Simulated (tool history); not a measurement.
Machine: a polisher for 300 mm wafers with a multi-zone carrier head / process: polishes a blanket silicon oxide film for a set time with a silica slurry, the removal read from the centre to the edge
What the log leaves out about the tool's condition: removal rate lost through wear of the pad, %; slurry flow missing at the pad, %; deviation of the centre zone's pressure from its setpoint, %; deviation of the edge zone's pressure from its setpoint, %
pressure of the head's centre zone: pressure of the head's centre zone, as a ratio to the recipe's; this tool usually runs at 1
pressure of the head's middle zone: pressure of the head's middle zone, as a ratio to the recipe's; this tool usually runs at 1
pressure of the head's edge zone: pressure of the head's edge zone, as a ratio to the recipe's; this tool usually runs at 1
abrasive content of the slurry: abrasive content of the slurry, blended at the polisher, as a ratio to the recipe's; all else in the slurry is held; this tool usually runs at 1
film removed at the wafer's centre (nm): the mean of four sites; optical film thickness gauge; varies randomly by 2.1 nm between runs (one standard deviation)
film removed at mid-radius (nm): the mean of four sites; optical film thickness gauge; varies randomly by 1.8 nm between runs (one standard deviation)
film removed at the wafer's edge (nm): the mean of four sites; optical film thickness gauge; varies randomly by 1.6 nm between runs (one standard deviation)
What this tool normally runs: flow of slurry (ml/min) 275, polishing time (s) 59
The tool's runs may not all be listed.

| run | hour | flow of slurry (ml/min) | pressure of the head's centre zone | pressure of the head's middle zone | pressure of the head's edge zone | abrasive content of the slurry | polishing time (s) | wafers since the last listed run | wafers polished on this pad | hours since the slurry nozzle was cleaned | hours since the centre zone pressure was calibrated | hours since the edge zone pressure was calibrated | hours since the carrier head's membrane was replaced | incoming thickness of the incoming film, nm | film removed at the wafer's centre (nm) | film removed at mid-radius (nm) | film removed at the wafer's edge (nm) |
|---|---|---|---|---|---|---|---|---|---|---|---|---|---|---|---|---|---|
| 1 | 0 | 275 | 1 | 1 | 0.94 | 1 | 74 | 0 | 304 | 522 | 132.4 | 812.9 | 1488.1 | 1136.6 | 239.8 | 233.7 | 232.9 |
| 2 | 23.9 | 275 | 1 | 1 | 0.94 | 1 | 74 | 240 | 545 | 545.9 | 156.3 | 836.8 | 1512 | 1125.9 | 231.8 | 234 | 231.3 |
| 3 | 37.1 | 275 | 1 | 1 | 0.94 | 1 | 74 | 132 | 678 | 559.1 | 169.5 | 850 | 1525.2 | 1150.1 | 230.9 | 227.6 | 232.8 |
| 4 | 52.4 | 275 | 1 | 1 | 1 | 1 | 59 | 154 | 832 | 574.4 | 184.8 | 865.3 | 1540.5 | 1129.4 | 181.9 | 183 | 188.5 |
|  | 73.8 | worn pad replaced by a new one |
| 5 | 74.3 | 275 | 1 | 1 | 1 | 1 | 59 | 180 | 5 | 596.3 | 206.7 | 887.2 | 1562.4 | 1105.7 | 200.1 | 197.4 | 204.7 |
| 6 | 96.3 | 275 | 1 | 1 | 1 | 1 | 59 | 221 | 226 | 618.3 | 228.7 | 909.2 | 1584.4 | 1141.5 | 187.7 | 188.7 | 194.1 |
| 7 | 122.3 | 275 | 1 | 1 | 1 | 1 | 59 | 261 | 488 | 644.3 | 254.7 | 935.2 | 1610.4 | 1136.9 | 184.7 | 182.9 | 189.6 |
| 8 | 152 | 275 | 1 | 1 | 1 | 1 | 59 | 299 | 787 | 674 | 284.4 | 964.9 | 1640.1 | 1141.4 | 179.7 | 181.9 | 188.9 |
|  | 163.7 | worn pad replaced by a new one |
| 9 | 180.4 | 275 | 1.03 | 1 | 1.08 | 1 | 59 | 245 | 168 | 702.4 | 312.8 | 993.3 | 1668.5 | 1119.7 | 200.4 | 191.1 | 207 |
| 10 | 208.2 | 275 | 0.95 | 0.95 | 0.91 | 1 | 66 | 280 | 448 | 730.2 | 340.6 | 1021.1 | 1696.3 | 1103.9 | 198.6 | 196.8 | 205.8 |
|  | 214.4 | slurry nozzle cleaned |
|  | 224.2 | carrier head's membrane replaced by a new one |
| 11 | 238.7 | 275 | 1 | 0.95 | 1 | 1 | 59 | 246 | 695 | 24.3 | 371.1 | 1051.6 | 14.5 | 1135.9 | 187.1 | 176 | 188.1 |
|  | 244 | worn pad replaced by a new one |
|  | 267.2 | edge zone pressure recalibrated |
| 12 | 267.6 | 335 | 1 | 1.11 | 1 | 0.75 | 53 | 230 | 218 | 53.2 | 400 | 0.4 | 43.4 | 1135.2 | 151.6 | 165.6 | 153.5 |
|  | 275.5 | centre zone pressure recalibrated |
| 13 | 289.3 | 275 | 1.04 | 1 | 1 | 1.1 | 53 | 198 | 416 | 74.9 | 13.8 | 22.1 | 65.1 | 1146.1 | 181.7 | 172.9 | 180.2 |
| 14 | 313.5 | 275 | 1 | 1 | 1 | 0.75 | 59 | 243 | 660 | 99.1 | 38 | 46.3 | 89.3 | 1135.7 | 159.5 | 157.5 | 164.3 |
| 15 | 333.2 | 275 | 1 | 1 | 1 | 1 | 59 | 198 | 858 | 118.8 | 57.7 | 66 | 109 | 1135.6 | 181.4 | 182 | 189.9 |
|  | 345.6 | worn pad replaced by a new one |
| 16 | 363.4 | 275 | 1 | 1 | 1 | 1 | 59 | 263 | 179 | 149 | 87.9 | 96.2 | 139.2 | 1118.1 | 192.5 | 189.6 | 196.7 |
| 17 | 423.7 | 220 | 0.88 | 0.93 | 1.12 | 1 | 59 | 607 | 787 | 209.3 | 148.2 | 156.5 | 199.5 | 1137 | 158.3 | 167.6 | 195.3 |

Predict each of these 4 candidate next runs independently; none follows another, all start after run 17:
| A | 424.1 | 210 | 1 | 1 | 1 | 1 | 59 | 4 | 791 | 209.7 | 148.6 | 156.9 | 199.9 | 1121.7 | ? | ? | ? |
| B | 424.1 | 250 | 1 | 1 | 1 | 1 | 59 | 4 | 791 | 209.7 | 148.6 | 156.9 | 199.9 | 1121.7 | ? | ? | ? |
| C | 424.1 | 275 | 1 | 1.09 | 1 | 1 | 59 | 4 | 791 | 209.7 | 148.6 | 156.9 | 199.9 | 1121.7 | ? | ? | ? |
| D | 424.1 | 200 | 1 | 1 | 1 | 1 | 77 | 4 | 791 | 209.7 | 148.6 | 156.9 | 199.9 | 1121.7 | ? | ? | ? |

| run | film removed at the wafer's centre (nm) | film removed at mid-radius (nm) | film removed at the wafer's edge (nm) |
|---|---|---|---|
| A | 177.4 | 177.4 | 185.4 |
| B | 181.6 | 181.2 | 188.4 |
| C | 183.8 | 196.9 | 189.6 |
| D | 229.8 | 230 | 240.8 |
Take away the tool's hidden state, keep each run's random variation, and the runs would have read:
| run | film removed at the wafer's centre (nm) | film removed at mid-radius (nm) | film removed at the wafer's edge (nm) |
|---|---|---|---|
| A | 195.3 | 195.3 | 204.2 |
| B | 200 | 199.5 | 207.5 |
| C | 202.4 | 216.9 | 208.8 |
| D | 253 | 253.3 | 265.2 |

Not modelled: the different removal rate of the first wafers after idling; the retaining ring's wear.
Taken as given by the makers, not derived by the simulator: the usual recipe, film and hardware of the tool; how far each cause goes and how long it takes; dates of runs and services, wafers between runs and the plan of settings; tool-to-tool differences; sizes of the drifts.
